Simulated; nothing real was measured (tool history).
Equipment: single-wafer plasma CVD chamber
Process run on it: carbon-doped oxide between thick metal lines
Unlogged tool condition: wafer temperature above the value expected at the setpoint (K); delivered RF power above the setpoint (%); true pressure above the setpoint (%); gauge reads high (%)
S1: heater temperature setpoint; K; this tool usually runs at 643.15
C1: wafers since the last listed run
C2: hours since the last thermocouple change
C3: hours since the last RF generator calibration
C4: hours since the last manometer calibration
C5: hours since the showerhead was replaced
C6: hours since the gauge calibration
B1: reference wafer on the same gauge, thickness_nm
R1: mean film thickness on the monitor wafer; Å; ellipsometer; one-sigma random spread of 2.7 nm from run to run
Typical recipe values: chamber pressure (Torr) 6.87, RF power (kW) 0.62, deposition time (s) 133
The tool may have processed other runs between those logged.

{"run": 1, "hour": 0.0, "S1": 643.15, "chamber pressure (Torr)": 6.87, "RF power (kW)": 0.62, "deposition time (s)": 133, "C1": 0, "C2": 1765.9, "C3": 1270.5, "C4": 0.5, "C5": 3828.1, "C6": 269.5, "B1": 844.331, "R1": 7344.89}
{"run": 2, "hour": 14.8, "S1": 643.15, "chamber pressure (Torr)": 6.18, "RF power (kW)": 0.62, "deposition time (s)": 133, "C1": 130, "C2": 1780.7, "C3": 1285.3, "C4": 15.3, "C5": 3842.9, "C6": 284.3, "B1": 844.522, "R1": 7278.33}
{"run": 3, "hour": 25.9, "S1": 643.15, "chamber pressure (Torr)": 6.87, "RF power (kW)": 0.62, "deposition time (s)": 133, "C1": 97, "C2": 1791.8, "C3": 1296.4, "C4": 26.4, "C5": 3854, "C6": 295.4, "B1": 845.97, "R1": 7405.02}
{"run": 4, "hour": 33.0, "S1": 643.15, "chamber pressure (Torr)": 6.87, "RF power (kW)": 0.62, "deposition time (s)": 133, "C1": 62, "C2": 1798.9, "C3": 1303.5, "C4": 33.5, "C5": 3861.1, "C6": 302.5, "B1": 844.786, "R1": 7381.44}
{"hour": 51.0, "done": "showerhead replaced"}
{"run": 5, "hour": 51.5, "S1": 643.15, "chamber pressure (Torr)": 6.87, "RF power (kW)": 0.62, "deposition time (s)": 133, "C1": 92, "C2": 1817.4, "C3": 1322, "C4": 52, "C5": 0.5, "C6": 321, "B1": 843.781, "R1": 7392.41}
{"run": 6, "hour": 56.6, "S1": 643.15, "chamber pressure (Torr)": 6.87, "RF power (kW)": 0.62, "deposition time (s)": 133, "C1": 44, "C2": 1822.5, "C3": 1327.1, "C4": 57.1, "C5": 5.6, "C6": 326.1, "B1": 844.204, "R1": 7354.51}
{"hour": 65.7, "done": "thermocouple changed; heater temperature recalibrated"}
{"run": 7, "hour": 66.5, "S1": 643.15, "chamber pressure (Torr)": 6.87, "RF power (kW)": 0.62, "deposition time (s)": 139, "C1": 16, "C2": 0.8, "C3": 1337, "C4": 67, "C5": 15.5, "C6": 336, "B1": 844.549, "R1": 7654.66}
{"run": 8, "hour": 74.2, "S1": 643.15, "chamber pressure (Torr)": 6.87, "RF power (kW)": 0.62, "deposition time (s)": 133, "C1": 67, "C2": 8.5, "C3": 1344.7, "C4": 74.7, "C5": 23.2, "C6": 343.7, "B1": 845.437, "R1": 7395.8}
{"run": 9, "hour": 81.5, "S1": 643.15, "chamber pressure (Torr)": 6.87, "RF power (kW)": 0.62, "deposition time (s)": 133, "C1": 64, "C2": 15.8, "C3": 1352, "C4": 82, "C5": 30.5, "C6": 351, "B1": 844.72, "R1": 7387.46}
{"run": 10, "hour": 90.8, "S1": 658.15, "chamber pressure (Torr)": 6.87, "RF power (kW)": 0.66, "deposition time (s)": 133, "C1": 81, "C2": 25.1, "C3": 1361.3, "C4": 91.3, "C5": 39.8, "C6": 360.3, "B1": 845.166, "R1": 7419.45}
{"run": 11, "hour": 107.4, "S1": 643.15, "chamber pressure (Torr)": 6.87, "RF power (kW)": 0.62, "deposition time (s)": 133, "C1": 146, "C2": 41.7, "C3": 1377.9, "C4": 107.9, "C5": 56.4, "C6": 376.9, "B1": 844.712, "R1": 7341.5}
{"run": 12, "hour": 115.5, "S1": 643.15, "chamber pressure (Torr)": 6.87, "RF power (kW)": 0.695, "deposition time (s)": 125, "C1": 71, "C2": 49.8, "C3": 1386, "C4": 116, "C5": 64.5, "C6": 385, "B1": 844.474, "R1": 7392.09}
{"run": 13, "hour": 121.6, "S1": 658.15, "chamber pressure (Torr)": 6.87, "RF power (kW)": 0.66, "deposition time (s)": 133, "C1": 53, "C2": 55.9, "C3": 1392.1, "C4": 122.1, "C5": 70.6, "C6": 391.1, "B1": 845.045, "R1": 7418.68}
{"run": 14, "hour": 130.9, "S1": 643.15, "chamber pressure (Torr)": 6.87, "RF power (kW)": 0.62, "deposition time (s)": 146, "C1": 81, "C2": 65.2, "C3": 1401.4, "C4": 131.4, "C5": 79.9, "C6": 400.4, "B1": 845.98, "R1": 8041.96}
{"run": 15, "hour": 140.2, "S1": 629.15, "chamber pressure (Torr)": 6.87, "RF power (kW)": 0.68, "deposition time (s)": 147, "C1": 81, "C2": 74.5, "C3": 1410.7, "C4": 140.7, "C5": 89.2, "C6": 409.7, "B1": 843.968, "R1": 8819.87}
{"run": 16, "hour": 151.0, "S1": 643.15, "chamber pressure (Torr)": 6.87, "RF power (kW)": 0.58, "deposition time (s)": 133, "C1": 95, "C2": 85.3, "C3": 1421.5, "C4": 151.5, "C5": 100, "C6": 420.5, "B1": 844.738, "R1": 7037.14}
{"hour": 164.9, "done": "RF generator calibrated"}
{"run": 17, "hour": 192.4, "S1": 643.15, "chamber pressure (Torr)": 6.87, "RF power (kW)": 0.74, "deposition time (s)": 133, "C1": 294, "C2": 126.7, "C3": 27.5, "C4": 192.9, "C5": 141.4, "C6": 461.9, "B1": 844.713, "R1": 7946.86}
{"hour": 205.7, "done": "gauge calibrated"}
{"run": 18, "hour": 206.6, "S1": 643.15, "chamber pressure (Torr)": 6.87, "RF power (kW)": 0.535, "deposition time (s)": 125, "C1": 125, "C2": 140.9, "C3": 41.7, "C4": 207.1, "C5": 155.6, "C6": 0.9, "B1": 843.703, "R1": 6128.49}
{"run": 19, "hour": 217.6, "S1": 643.15, "chamber pressure (Torr)": 6.87, "RF power (kW)": 0.655, "deposition time (s)": 133, "C1": 96, "C2": 151.9, "C3": 52.7, "C4": 218.1, "C5": 166.6, "C6": 11.9, "B1": 845.327, "R1": 7365.2}
{"run": 20, "hour": 224.4, "S1": 643.15, "chamber pressure (Torr)": 6.87, "RF power (kW)": 0.535, "deposition time (s)": 125, "C1": 59, "C2": 158.7, "C3": 59.5, "C4": 224.9, "C5": 173.4, "C6": 18.7, "B1": 844.012, "R1": 6201.92}
{"hour": 243.4, "done": "RF generator calibrated, repeated, since the last time left the tool worse"}
{"run": 21, "hour": 243.9, "S1": 633.15, "chamber pressure (Torr)": 6.87, "RF power (kW)": 0.52, "deposition time (s)": 117, "C1": 101, "C2": 178.2, "C3": 0.5, "C4": 244.4, "C5": 192.9, "C6": 38.2, "B1": 845.354, "R1": 6155.07}
{"run": 22, "hour": 253.7, "S1": 632.15, "chamber pressure (Torr)": 7.64, "RF power (kW)": 0.545, "deposition time (s)": 113, "C1": 86, "C2": 188, "C3": 10.3, "C4": 254.2, "C5": 202.7, "C6": 48, "B1": 844.863, "R1": 6198.01}
{"run": 23, "hour": 261.3, "S1": 643.15, "chamber pressure (Torr)": 6.87, "RF power (kW)": 0.62, "deposition time (s)": 133, "C1": 66, "C2": 195.6, "C3": 17.9, "C4": 261.8, "C5": 210.3, "C6": 55.6, "B1": 843.696, "R1": 7539.12}
{"run": 24, "hour": 269.1, "S1": 631.15, "chamber pressure (Torr)": 6.87, "RF power (kW)": 0.5, "deposition time (s)": 112, "C1": 68, "C2": 203.4, "C3": 25.7, "C4": 269.6, "C5": 218.1, "C6": 63.4, "B1": 845.761, "R1": 5756.2}
{"run": 25, "hour": 286.3, "S1": 650.15, "chamber pressure (Torr)": 6.87, "RF power (kW)": 0.52, "deposition time (s)": 133, "C1": 151, "C2": 220.6, "C3": 42.9, "C4": 286.8, "C5": 235.3, "C6": 80.6, "B1": 844.616, "R1": 6749.85}
{"run": 26, "hour": 301.0, "S1": 654.15, "chamber pressure (Torr)": 5.2, "RF power (kW)": 0.62, "deposition time (s)": 133, "C1": 129, "C2": 235.3, "C3": 57.6, "C4": 301.5, "C5": 250, "C6": 95.3, "B1": 845.76, "R1": 7050.57}
{"run": 27, "hour": 309.0, "S1": 643.15, "chamber pressure (Torr)": 6.87, "RF power (kW)": 0.62, "deposition time (s)": 133, "C1": 70, "C2": 243.3, "C3": 65.6, "C4": 309.5, "C5": 258, "C6": 103.3, "B1": 845.313, "R1": 7585.73}
{"run": 28, "hour": 322.4, "S1": 648.15, "chamber pressure (Torr)": 6.39, "RF power (kW)": 0.74, "deposition time (s)": 133, "C1": 118, "C2": 256.7, "C3": 79, "C4": 322.9, "C5": 271.4, "C6": 116.7, "B1": 845.062, "R1": 8258.39}

Below are 4 alternative next runs, each starting from the tool's condition after run 28. Predict each:
{"run": "A", "hour": 322.8, "S1": 643.15, "chamber pressure (Torr)": 6.87, "RF power (kW)": 0.62, "deposition time (s)": 133, "C1": 3, "C2": 257.1, "C3": 79.4, "C4": 323.3, "C5": 271.8, "C6": 117.1, "B1": "?", "R1": "?"}
{"run": "B", "hour": 322.8, "S1": 643.15, "chamber pressure (Torr)": 6.87, "RF power (kW)": 0.715, "deposition time (s)": 157, "C1": 3, "C2": 257.1, "C3": 79.4, "C4": 323.3, "C5": 271.8, "C6": 117.1, "B1": "?", "R1": "?"}
{"run": "C", "hour": 322.8, "S1": 643.15, "chamber pressure (Torr)": 7.31, "RF power (kW)": 0.62, "deposition time (s)": 109, "C1": 3, "C2": 257.1, "C3": 79.4, "C4": 323.3, "C5": 271.8, "C6": 117.1, "B1": "?", "R1": "?"}
{"run": "D", "hour": 322.8, "S1": 643.15, "chamber pressure (Torr)": 6.87, "RF power (kW)": 0.57, "deposition time (s)": 133, "C1": 3, "C2": 257.1, "C3": 79.4, "C4": 323.3, "C5": 271.8, "C6": 117.1, "B1": "?", "R1": "?"}

run=A B1=844.935 R1=7538.94
run=B B1=844.935 R1=9652.8
run=C B1=844.935 R1=6220.93
run=D B1=844.935 R1=7178.37
Without the tool's unlogged condition, the same runs would have read:
run=A R1=7577.92
run=B R1=9701.28
run=C R1=6253.09
run=D R1=7215.48

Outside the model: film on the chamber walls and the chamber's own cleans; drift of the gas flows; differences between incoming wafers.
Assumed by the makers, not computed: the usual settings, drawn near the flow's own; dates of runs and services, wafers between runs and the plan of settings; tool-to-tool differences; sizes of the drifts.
